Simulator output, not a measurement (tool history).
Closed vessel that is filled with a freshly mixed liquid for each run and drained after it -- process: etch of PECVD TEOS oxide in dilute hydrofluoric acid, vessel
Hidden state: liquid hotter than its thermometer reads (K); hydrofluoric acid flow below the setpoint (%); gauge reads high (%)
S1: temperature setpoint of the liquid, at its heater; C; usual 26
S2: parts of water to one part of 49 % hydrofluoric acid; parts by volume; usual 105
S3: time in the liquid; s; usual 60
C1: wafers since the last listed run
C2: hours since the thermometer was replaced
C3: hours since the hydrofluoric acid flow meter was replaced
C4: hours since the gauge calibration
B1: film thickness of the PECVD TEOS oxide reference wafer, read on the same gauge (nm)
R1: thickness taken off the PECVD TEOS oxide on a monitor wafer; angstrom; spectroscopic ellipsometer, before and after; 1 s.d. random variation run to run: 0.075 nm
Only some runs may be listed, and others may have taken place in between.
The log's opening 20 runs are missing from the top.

{"run": 21, "hour": 1076.9, "S1": 26, "S2": 105, "S3": 60, "C1": 5219, "C2": 167.1, "C3": 342.4, "C4": 121.8, "B1": 100, "R1": 142.1}
{"run": 22, "hour": 1122.8, "S1": 22.5, "S2": 145, "S3": 60, "C1": 6825, "C2": 213, "C3": 388.3, "C4": 167.7, "B1": 100, "R1": 85.5}
{"run": 23, "hour": 1147.3, "S1": 22, "S2": 105, "S3": 60, "C1": 3643, "C2": 237.5, "C3": 412.8, "C4": 192.2, "B1": 100, "R1": 122.1}
{"run": 24, "hour": 1183.1, "S1": 26, "S2": 75, "S3": 60, "C1": 5323, "C2": 273.3, "C3": 448.6, "C4": 228, "B1": 100, "R1": 205.7}
{"run": 25, "hour": 1239.2, "S1": 31, "S2": 65, "S3": 30, "C1": 8342, "C2": 329.4, "C3": 504.7, "C4": 284.1, "B1": 100.01, "R1": 146.6}
{"run": 26, "hour": 1306.0, "S1": 21, "S2": 105, "S3": 60, "C1": 9934, "C2": 396.2, "C3": 571.5, "C4": 350.9, "B1": 100, "R1": 117.2}
{"run": 27, "hour": 1367.0, "S1": 26, "S2": 105, "S3": 60, "C1": 9071, "C2": 457.2, "C3": 632.5, "C4": 411.9, "B1": 100, "R1": 142.8}
{"run": 28, "hour": 1410.4, "S1": 26, "S2": 105, "S3": 60, "C1": 6454, "C2": 500.6, "C3": 675.9, "C4": 455.3, "B1": 99.99, "R1": 141.8}
{"run": 29, "hour": 1475.3, "S1": 22.5, "S2": 105, "S3": 60, "C1": 9651, "C2": 565.5, "C3": 740.8, "C4": 520.2, "B1": 100, "R1": 122.5}
{"run": 30, "hour": 1531.8, "S1": 26, "S2": 105, "S3": 60, "C1": 8402, "C2": 622, "C3": 797.3, "C4": 576.7, "B1": 100.01, "R1": 141.3}
{"run": 31, "hour": 1601.9, "S1": 26, "S2": 125, "S3": 95, "C1": 10424, "C2": 692.1, "C3": 867.4, "C4": 646.8, "B1": 99.99, "R1": 182.3}
{"run": 32, "hour": 1631.1, "S1": 26, "S2": 105, "S3": 60, "C1": 4342, "C2": 721.3, "C3": 896.6, "C4": 676, "B1": 99.99, "R1": 140.1}
{"run": 33, "hour": 1686.9, "S1": 26, "S2": 145, "S3": 30, "C1": 8298, "C2": 777.1, "C3": 952.4, "C4": 731.8, "B1": 100, "R1": 48.6}

Predict each of these 4 candidate next runs independently; none follows another, all start after run 33:
{"run": "A", "hour": 1687.6, "S1": 26, "S2": 105, "S3": 60, "C1": 104, "C2": 777.8, "C3": 953.1, "C4": 732.5, "B1": "?", "R1": "?"}
{"run": "B", "hour": 1687.6, "S1": 26, "S2": 70, "S3": 60, "C1": 104, "C2": 777.8, "C3": 953.1, "C4": 732.5, "B1": "?", "R1": "?"}
{"run": "C", "hour": 1687.6, "S1": 26, "S2": 105, "S3": 50, "C1": 104, "C2": 777.8, "C3": 953.1, "C4": 732.5, "B1": "?", "R1": "?"}
{"run": "D", "hour": 1687.6, "S1": 21, "S2": 105, "S3": 85, "C1": 104, "C2": 777.8, "C3": 953.1, "C4": 732.5, "B1": "?", "R1": "?"}

run=A B1=99.99 R1=140.6
run=B B1=99.99 R1=221.1
run=C B1=99.99 R1=117.2
run=D B1=99.99 R1=163.4
With the hidden condition removed and each run's random variation left untouched, the same runs would have given:
run=A R1=144.4
run=B R1=226.9
run=C R1=120.4
run=D R1=167.8

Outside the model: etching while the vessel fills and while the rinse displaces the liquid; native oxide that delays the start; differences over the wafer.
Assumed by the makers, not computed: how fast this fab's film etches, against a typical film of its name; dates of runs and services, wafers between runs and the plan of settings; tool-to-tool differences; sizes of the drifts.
